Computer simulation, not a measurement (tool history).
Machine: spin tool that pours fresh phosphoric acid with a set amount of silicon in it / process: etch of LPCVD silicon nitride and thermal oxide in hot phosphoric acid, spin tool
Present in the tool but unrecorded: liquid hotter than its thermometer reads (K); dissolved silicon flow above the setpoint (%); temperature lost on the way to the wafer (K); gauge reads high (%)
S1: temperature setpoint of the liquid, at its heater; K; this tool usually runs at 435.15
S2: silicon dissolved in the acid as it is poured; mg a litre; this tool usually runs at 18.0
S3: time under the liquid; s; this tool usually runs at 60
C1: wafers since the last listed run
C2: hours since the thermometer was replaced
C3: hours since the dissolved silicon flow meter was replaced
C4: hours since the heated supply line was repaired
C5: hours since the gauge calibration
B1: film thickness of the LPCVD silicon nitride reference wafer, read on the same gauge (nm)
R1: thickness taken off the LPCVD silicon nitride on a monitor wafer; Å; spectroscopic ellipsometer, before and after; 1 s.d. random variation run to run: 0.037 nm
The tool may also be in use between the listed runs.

Run 1, hour 0.0: usual settings; C1 0; C2 1835.3; C3 1752.6; C4 1737.3; C5 703.6; B1 92.74. Result: R1 56.4 Å.
Run 2, hour 68.7: usual settings; C1 715; C2 1904.0; C3 1821.3; C4 1806.0; C5 772.3; B1 92.79. Result: R1 56.4 Å.
At hour 227.9: gauge calibrated.
Run 3, hour 382.6: usual settings but S1 437.15 K; C1 3267; C2 2217.9; C3 2135.2; C4 2119.9; C5 154.7; B1 91.35. Result: R1 59.4 Å.
At hour 449.7: heated supply line repaired.
At hour 484.8: thermometer replaced.
Run 4, hour 489.4: usual settings; C1 1091; C2 4.6; C3 2242.0; C4 39.7; C5 261.5; B1 91.92. Result: R1 56.2 Å.
Run 5, hour 576.0: usual settings; C1 901; C2 91.2; C3 2328.6; C4 126.3; C5 348.1; B1 92.22. Result: R1 55.9 Å.
At hour 615.8: dissolved silicon flow meter replaced.
Run 6, hour 638.2: usual settings; C1 637; C2 153.4; C3 22.4; C4 188.5; C5 410.3; B1 92.43. Result: R1 56.9 Å.
Run 7, hour 714.3: usual settings; C1 792; C2 229.5; C3 98.5; C4 264.6; C5 486.4; B1 92.59. Result: R1 55.8 Å.
Run 8, hour 803.4: usual settings but S1 436.15 K, S2 7.0 mg a litre; C1 927; C2 318.6; C3 187.6; C4 353.7; C5 575.5; B1 92.75. Result: R1 58.3 Å.
Run 9, hour 891.6: usual settings but S1 436.15 K, S2 7.0 mg a litre; C1 918; C2 406.8; C3 275.8; C4 441.9; C5 663.7; B1 92.86. Result: R1 58.0 Å.
Run 10, hour 942.6: usual settings but S2 10.5 mg a litre, S3 30 s; C1 530; C2 457.8; C3 326.8; C4 492.9; C5 714.7; B1 92.90. Result: R1 28.2 Å.
Run 11, hour 1013.0: usual settings but S1 436.65 K, S2 23.5 mg a litre, S3 85 s; C1 732; C2 528.2; C3 397.2; C4 563.3; C5 785.1; B1 92.93. Result: R1 84.7 Å.
Run 12, hour 1060.0: usual settings; C1 489; C2 575.2; C3 444.2; C4 610.3; C5 832.1; B1 92.97. Result: R1 56.7 Å.
At hour 1081.3: gauge calibrated.
Run 13, hour 1126.5: usual settings but S1 437.65 K, S2 24.0 mg a litre, S3 90 s; C1 692; C2 641.7; C3 510.7; C4 676.8; C5 45.2; B1 90.52. Result: R1 90.4 Å.
Run 14, hour 1210.8: usual settings; C1 877; C2 726.0; C3 595.0; C4 761.1; C5 129.5; B1 91.22. Result: R1 55.8 Å.
Run 15, hour 1253.4: usual settings but S1 436.65 K, S2 7.0 mg a litre; C1 443; C2 768.6; C3 637.6; C4 803.7; C5 172.1; B1 91.50. Result: R1 58.4 Å.
Run 16, hour 1340.3: usual settings; C1 904; C2 855.5; C3 724.5; C4 890.6; C5 259.0; B1 91.96. Result: R1 55.9 Å.
Run 17, hour 1421.8: usual settings but S2 25.5 mg a litre, S3 80 s; C1 848; C2 937.0; C3 806.0; C4 972.1; C5 340.5; B1 92.27. Result: R1 75.7 Å.
Run 18, hour 1491.4: usual settings but S1 433.65 K, S2 6.0 mg a litre, S3 40 s; C1 724; C2 1006.6; C3 875.6; C4 1041.7; C5 410.1; B1 92.48. Result: R1 35.7 Å.

How would selected steps in R1 from run to run divide? Give the signed amount a tool lacking its hidden state would still show from settings, what came in and random variation, and the signed amount left for the hidden state, including any gauge scatter that is not in both of the compared results.
Run 10 -> 11: S1 435.15 -> 436.65, S2 10.5 -> 23.5, S3 30 -> 85. R1 +56.5 Å: hidden state +1.8, all else +54.7.
